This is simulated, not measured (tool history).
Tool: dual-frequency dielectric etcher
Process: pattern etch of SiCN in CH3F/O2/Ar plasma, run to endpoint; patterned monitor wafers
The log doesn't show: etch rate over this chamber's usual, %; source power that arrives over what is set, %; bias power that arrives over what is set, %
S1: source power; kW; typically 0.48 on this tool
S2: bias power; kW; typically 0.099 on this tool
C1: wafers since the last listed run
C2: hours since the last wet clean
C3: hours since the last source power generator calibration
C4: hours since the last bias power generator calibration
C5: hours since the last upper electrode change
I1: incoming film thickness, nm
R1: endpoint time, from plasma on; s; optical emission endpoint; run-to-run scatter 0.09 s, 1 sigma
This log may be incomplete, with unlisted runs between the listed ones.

run   hour    S1     S2   C1     C2      C3      C4      C5     I1    R1
  1      0  0.48  0.099    0  407.1  1828.7  4019.2    5694  10.02  20.5
  2    8.1  0.48  0.099  104  415.2  1836.8  4027.3  5702.1  10.02  20.6
  3   24.2   0.4  0.099  207  431.3  1852.9  4043.4  5718.2  10.09  21.6
  4   43.9   0.4  0.099  253    451  1872.6  4063.1  5737.9   9.95  21.4
  5   51.3   0.4  0.099   95  458.4    1880  4070.5  5745.3  10.05  21.5
  6   62.5  0.48  0.099  144  469.6  1891.2  4081.7  5756.5    9.9  20.2
      92.6  -- upper electrode replaced
     112.9  -- wet clean of the chamber
       114  -- source power generator calibrated
  7  114.5  0.48  0.099   84    1.6     0.5  4133.7    21.9   9.99    21
  8  114.8  0.48  0.099    3    1.9     0.8    4134    22.2  10.04  21.1
  9  115.2  0.48  0.099    5    2.3     1.2  4134.4    22.6  10.11  21.3
 10  115.5  0.48  0.099    3    2.6     1.5  4134.7    22.9   10.1  21.3
 11  123.9  0.48  0.074  108     11     9.9  4143.1    31.3  10.13  24.3
 12  141.2  0.38  0.099  222   28.3    27.2  4160.4    48.6   9.98  22.4
 13  152.1  0.38  0.082  140   39.2    38.1  4171.3    59.5   9.96  24.1
 14  164.6  0.38  0.079  161   51.7    50.6  4183.8      72   9.99  24.7
       173  -- bias power generator calibrated
 15  181.3  0.41  0.099  163   68.4    67.3     8.3    88.7   9.89  21.5
 16    188  0.59  0.083   86   75.1      74      15    95.4   9.96  21.2
 17  194.3  0.48  0.099   81   81.4    80.3    21.3   101.7   9.97  20.9
 18  203.1  0.59  0.099  113   90.2    89.1    30.1   110.5   9.86  19.3
 19  220.9  0.48  0.099  229    108   106.9    47.9   128.3   9.95  20.8
 20  236.8  0.51  0.085  204  123.9   122.8    63.8   144.2  10.09  22.1
 21  244.4  0.58  0.089   97  131.5   130.4    71.4   151.8  10.05  20.7

Difference, measured minus no-hidden-state, one row per run. Run-to-run variation is common to both terms; the gauge's own scatter need not be:
run    R1
  1  -0.6
  2  -0.6
  3  -0.7
  4  -0.7
  5  -0.7
  6  -0.7
  7    +0
  8    +0
  9  +0.1
 10    +0
 11    +0
 12    +0
 13    +0
 14  -0.1
 15  -0.1
 16  -0.1
 17  -0.1
 18  -0.1
 19  -0.1
 20  -0.2
 21  -0.2
